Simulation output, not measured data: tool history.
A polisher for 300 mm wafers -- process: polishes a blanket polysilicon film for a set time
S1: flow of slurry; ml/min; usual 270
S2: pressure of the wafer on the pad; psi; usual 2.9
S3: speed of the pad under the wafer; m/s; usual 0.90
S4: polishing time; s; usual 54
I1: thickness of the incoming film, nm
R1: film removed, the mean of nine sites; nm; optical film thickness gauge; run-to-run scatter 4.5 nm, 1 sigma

run 1 hour=0.0 | S1=270 S2=2.9 S3=0.90 S4=46 | I1=2310.2 | R1=404.3
-- hour=81.6 slurry nozzle cleaned
-- hour=143.2 worn pad replaced by a new one
run 2 hour=166.6 | S1=270 S2=2.9 S3=0.90 S4=46 | I1=2306.8 | R1=406.0
run 3 hour=199.9 | S1=270 S2=2.9 S3=0.90 S4=46 | I1=2340.0 | R1=401.1
run 4 hour=233.0 | S1=270 S2=2.9 S3=0.90 S4=54 | I1=2301.9 | R1=475.8
run 5 hour=281.9 | S1=270 S2=2.9 S3=0.90 S4=54 | I1=2266.5 | R1=474.3
run 6 hour=332.9 | S1=270 S2=2.9 S3=0.90 S4=54 | I1=2344.6 | R1=482.5
run 7 hour=366.3 | S1=270 S2=2.5 S3=0.90 S4=54 | I1=2286.1 | R1=417.5
run 8 hour=399.8 | S1=270 S2=2.5 S3=0.90 S4=54 | I1=2312.5 | R1=416.3
run 9 hour=445.7 | S1=270 S2=2.9 S3=0.90 S4=54 | I1=2311.8 | R1=489.0
run 10 hour=496.3 | S1=270 S2=2.9 S3=0.90 S4=54 | I1=2347.2 | R1=483.2
-- hour=513.2 head pressure recalibrated
-- hour=514.7 worn pad replaced by a new one
run 11 hour=558.0 | S1=270 S2=2.9 S3=0.90 S4=54 | I1=2322.3 | R1=475.4
run 12 hour=602.4 | S1=270 S2=2.9 S3=0.90 S4=54 | I1=2322.0 | R1=466.3
run 13 hour=638.9 | S1=270 S2=2.9 S3=0.90 S4=54 | I1=2274.4 | R1=460.8
run 14 hour=664.2 | S1=270 S2=2.9 S3=0.90 S4=54 | I1=2289.9 | R1=467.7
run 15 hour=713.1 | S1=270 S2=2.9 S3=0.90 S4=54 | I1=2309.5 | R1=467.4
-- hour=736.2 slurry nozzle cleaned
run 16 hour=775.1 | S1=270 S2=2.9 S3=0.90 S4=54 | I1=2321.2 | R1=480.1
run 17 hour=829.5 | S1=270 S2=2.9 S3=0.90 S4=54 | I1=2322.4 | R1=475.9
-- hour=859.4 worn pad replaced by a new one
run 18 hour=886.5 | S1=270 S2=2.9 S3=1.08 S4=62 | I1=2303.3 | R1=606.5
run 19 hour=1053.6 | S1=270 S2=2.9 S3=0.66 S4=48 | I1=2328.0 | R1=355.4
run 20 hour=1114.5 | S1=235 S2=2.2 S3=0.90 S4=54 | I1=2308.8 | R1=361.9
-- hour=1157.8 worn pad replaced by a new one
run 21 hour=1161.2 | S1=345 S2=2.5 S3=0.80 S4=46 | I1=2286.8 | R1=340.7
-- hour=1186.7 head pressure recalibrated
run 22 hour=1188.2 | S1=235 S2=3.4 S3=0.66 S4=54 | I1=2318.8 | R1=454.4
run 23 hour=1222.1 | S1=270 S2=2.9 S3=0.90 S4=54 | I1=2293.2 | R1=471.6
run 24 hour=1266.6 | S1=270 S2=2.9 S3=0.68 S4=45 | I1=2316.2 | R1=333.3
run 25 hour=1314.6 | S1=270 S2=2.9 S3=0.90 S4=54 | I1=2308.7 | R1=471.7
run 26 hour=1369.4 | S1=270 S2=2.9 S3=0.90 S4=64 | I1=2270.6 | R1=555.2
-- hour=1398.3 slurry nozzle cleaned
run 27 hour=1401.1 | S1=270 S2=3.5 S3=1.08 S4=54 | I1=2269.9 | R1=632.3
run 28 hour=1452.8 | S1=305 S2=2.9 S3=0.90 S4=54 | I1=2334.5 | R1=473.0
-- hour=1468.9 worn pad replaced by a new one
run 29 hour=1485.7 | S1=270 S2=2.9 S3=0.90 S4=46 | I1=2309.5 | R1=401.4
run 30 hour=1548.3 | S1=270 S2=2.9 S3=0.90 S4=54 | I1=2301.4 | R1=484.5
run 31 hour=1591.8 | S1=270 S2=2.9 S3=0.90 S4=54 | I1=2292.4 | R1=477.6
run 32 hour=1657.5 | S1=270 S2=2.9 S3=0.90 S4=54 | I1=2309.3 | R1=486.2

For run 33, what comes out?
run 33 hour=1693.7 | S1=270 S2=2.9 S3=0.90 S4=39 | I1=2286.0 | R1=?

{"run 33": {"R1": 348.9}}
Were there no unlogged condition in the tool, this run, its random variation unchanged, would have produced R1 340.5 nm.
